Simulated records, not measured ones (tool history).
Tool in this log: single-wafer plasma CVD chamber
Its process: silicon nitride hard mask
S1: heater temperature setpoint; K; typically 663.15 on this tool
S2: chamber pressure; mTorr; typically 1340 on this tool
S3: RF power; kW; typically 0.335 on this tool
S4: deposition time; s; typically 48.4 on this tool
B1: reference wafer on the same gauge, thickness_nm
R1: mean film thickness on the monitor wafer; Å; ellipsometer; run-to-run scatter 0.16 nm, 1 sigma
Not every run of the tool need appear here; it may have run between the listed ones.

run 1 hour=0 | S1=663.15 S2=1340 S3=0.335 S4=48.4 | B1=55.017 | R1=560.92
run 2 hour=81.1 | S1=663.15 S2=1510 S3=0.335 S4=48.4 | B1=54.905 | R1=581.18
run 3 hour=146.1 | S1=663.15 S2=1510 S3=0.335 S4=48.4 | B1=55.015 | R1=578.59
-- hour=187 RF generator calibrated
run 4 hour=243.1 | S1=663.15 S2=1340 S3=0.335 S4=48.4 | B1=54.921 | R1=555.69
run 5 hour=305.8 | S1=663.15 S2=1340 S3=0.335 S4=41.6 | B1=54.897 | R1=477.65
run 6 hour=354.8 | S1=663.15 S2=1340 S3=0.335 S4=41.6 | B1=54.899 | R1=478.24
run 7 hour=453.6 | S1=663.15 S2=1340 S3=0.335 S4=41.6 | B1=54.838 | R1=477.48
run 8 hour=497 | S1=663.15 S2=1340 S3=0.335 S4=48.4 | B1=54.76 | R1=554.73
run 9 hour=540.3 | S1=656.15 S2=1340 S3=0.355 S4=48.4 | B1=54.795 | R1=571.66
run 10 hour=637.5 | S1=663.15 S2=1490 S3=0.32 S4=48.4 | B1=54.755 | R1=566.83
run 11 hour=679.5 | S1=663.15 S2=1340 S3=0.335 S4=48.4 | B1=54.756 | R1=551.04
run 12 hour=759.9 | S1=663.15 S2=1480 S3=0.335 S4=48.4 | B1=54.741 | R1=576.27
run 13 hour=830.1 | S1=663.15 S2=1150 S3=0.27 S4=53.7 | B1=54.66 | R1=518.69
-- hour=887.1 thermocouple changed; heater temperature recalibrated
run 14 hour=887.6 | S1=676.15 S2=1250 S3=0.275 S4=50.9 | B1=54.671 | R1=511.38
run 15 hour=926.9 | S1=663.15 S2=1020 S3=0.335 S4=48.4 | B1=54.671 | R1=489.43
-- hour=956.2 gauge calibrated
run 16 hour=972.7 | S1=650.15 S2=1340 S3=0.39 S4=40.8 | B1=55.69 | R1=512.95
run 17 hour=1031.3 | S1=663.15 S2=1340 S3=0.335 S4=48.4 | B1=55.712 | R1=565.05
run 18 hour=1109.6 | S1=663.15 S2=1340 S3=0.335 S4=39.9 | B1=55.638 | R1=461.98
run 19 hour=1145.9 | S1=651.15 S2=1340 S3=0.37 S4=48.4 | B1=55.518 | R1=595.07
-- hour=1172.1 showerhead replaced
-- hour=1182.5 capacitance manometer re-zeroed and calibrated
run 20 hour=1200.3 | S1=663.15 S2=1340 S3=0.335 S4=48.4 | B1=55.596 | R1=561.85
run 21 hour=1298.6 | S1=652.15 S2=1340 S3=0.275 S4=48.4 | B1=55.489 | R1=512.3
run 22 hour=1351.1 | S1=663.15 S2=1340 S3=0.335 S4=48.4 | B1=55.468 | R1=562.41
run 23 hour=1444.9 | S1=663.15 S2=1340 S3=0.335 S4=48.4 | B1=55.557 | R1=561.08
run 24 hour=1499.2 | S1=649.15 S2=1340 S3=0.335 S4=57.2 | B1=55.476 | R1=668.57
run 25 hour=1606.8 | S1=663.15 S2=1340 S3=0.365 S4=39.5 | B1=55.425 | R1=477.05
run 26 hour=1647.3 | S1=654.15 S2=1340 S3=0.355 S4=48.4 | B1=55.387 | R1=576.68
run 27 hour=1740.1 | S1=653.15 S2=1340 S3=0.335 S4=39.5 | B1=55.351 | R1=459.01

What the log doesn't show, run by run:
wafer temperature above the value expected at the setpoint (K): 0 on each run
delivered RF power above the setpoint (%): 0 on each run
true pressure above the setpoint (%): 0 on each run
H1: gauge reads high (%)
run=1 H1=-1.05
run=2 H1=-1.11
run=3 H1=-1.16
run=4 H1=-1.22
run=5 H1=-1.27
run=6 H1=-1.3
run=7 H1=-1.38
run=8 H1=-1.41
run=9 H1=-1.44
run=10 H1=-1.51
run=11 H1=-1.54
run=12 H1=-1.59
run=13 H1=-1.64
run=14 H1=-1.69
run=15 H1=-1.71
run=16 H1=0.101
run=17 H1=0.0589
run=18 H1=0.00301
run=19 H1=-0.0229
run=20 H1=-0.0618
run=21 H1=-0.132
run=22 H1=-0.17
run=23 H1=-0.237
run=24 H1=-0.275
run=25 H1=-0.352
run=26 H1=-0.381
run=27 H1=-0.447
